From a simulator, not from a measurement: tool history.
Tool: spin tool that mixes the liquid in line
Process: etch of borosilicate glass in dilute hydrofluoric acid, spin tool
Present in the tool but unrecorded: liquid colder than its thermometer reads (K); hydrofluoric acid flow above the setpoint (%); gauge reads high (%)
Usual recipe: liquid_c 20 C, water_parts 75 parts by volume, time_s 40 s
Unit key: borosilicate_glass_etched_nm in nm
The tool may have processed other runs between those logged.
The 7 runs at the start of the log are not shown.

run	day	liquid_c	water_parts	time_s	wafers since the last listed run	hours since the thermometer was replaced	hours since the hydrofluoric acid flow meter was replaced	hours since the gauge calibration	read-back film thickness of the borosilicate glass reference wafer, read on the same gauge (nm)	borosilicate_glass_etched_nm
8	4.054	20	95	40	170	654.9	2135.6	331	120.02	11.47
9	4.75	20	75	40	231	671.6	2152.3	347.7	120.04	14.97
10	5.2	20	75	40	149	682.4	2163.1	358.5	120.01	15.12
11	5.788	20	75	40	195	696.5	2177.2	372.6	119.97	15.31
# day 6.004: gauge calibrated
12	6.375	20	75	40	195	710.6	2191.3	8.9	120.02	15.04
13	6.679	17.5	50	30	101	717.9	2198.6	16.2	119.97	15.59
# day 7.075: thermometer replaced
14	7.342	20	75	40	206	6.4	2214.5	32.1	119.98	14.89
# day 7.829: hydrofluoric acid flow meter replaced
15	8.062	17	40	55	226	23.7	5.6	49.4	119.98	31.02
16	8.404	22	75	40	113	31.9	13.8	57.6	120.02	14.19

What will run 17 give?
17	8.888	20	45	40	160	43.5	25.4	69.2	?	?

{"run 17": {"read-back film thickness of the borosilicate glass reference wafer, read on the same gauge (nm)": 120.01, "borosilicate_glass_etched_nm": 22.74}}
On a tool with no hidden condition, and with the same random variation, this run would have come out at borosilicate_glass_etched_nm 22.57 nm.

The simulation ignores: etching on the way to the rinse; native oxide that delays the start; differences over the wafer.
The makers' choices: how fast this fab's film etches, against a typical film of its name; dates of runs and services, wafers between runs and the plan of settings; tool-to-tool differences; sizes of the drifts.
